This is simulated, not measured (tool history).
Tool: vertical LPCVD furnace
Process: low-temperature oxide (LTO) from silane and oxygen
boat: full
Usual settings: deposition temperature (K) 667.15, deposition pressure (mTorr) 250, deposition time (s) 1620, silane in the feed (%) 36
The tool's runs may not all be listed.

| run | hour | deposition temperature (K) | deposition pressure (mTorr) | deposition time (s) | silane in the feed (%) | read-back reference wafer on the same gauge, thickness | film thickness on the monitor wafer in the middle of the boat (nm) |
|---|---|---|---|---|---|---|---|
| 1 | 0.0 | 667.15 | 250 | 1770 | 34 | 243.83 | 240.82 |
| 2 | 27.9 | 667.15 | 250 | 1620 | 36 | 243.85 | 237.82 |
| 3 | 62.7 | 667.15 | 250 | 1620 | 33 | 244.13 | 211.19 |
| 4 | 110.8 | 667.15 | 250 | 1620 | 33 | 243.96 | 210.99 |
| 5 | 154.9 | 676.15 | 250 | 1620 | 34 | 244.07 | 243.66 |
| 6 | 201.8 | 676.15 | 250 | 1620 | 34 | 243.94 | 244.35 |
|  | 254.0 | pressure gauge zeroed |
| 7 | 254.5 | 667.15 | 250 | 1620 | 36 | 244.16 | 238.64 |
| 8 | 274.5 | 667.15 | 250 | 1620 | 36 | 243.79 | 238.95 |
| 9 | 318.8 | 667.15 | 250 | 1620 | 36 | 244.24 | 237.84 |
|  | 363.9 | gauge calibrated |
|  | 401.5 | silane flow controller replaced |
| 10 | 402.0 | 667.15 | 295 | 1620 | 31 | 244.14 | 239.27 |
| 11 | 424.7 | 667.15 | 270 | 1620 | 36 | 243.96 | 269.96 |
| 12 | 462.5 | 656.15 | 250 | 1620 | 36 | 243.92 | 219.73 |
| 13 | 513.2 | 667.15 | 250 | 1620 | 36 | 243.79 | 249.00 |

Run 14 comes next. What will it give?
| 14 | 546.1 | 672.15 | 250 | 1620 | 42 | ? | ? |

read-back reference wafer on the same gauge, thickness: 243.99
film thickness on the monitor wafer in the middle of the boat (nm): 320.27
Without the tool's hidden state the same run would have given film thickness on the monitor wafer in the middle of the boat (nm) 309.59.
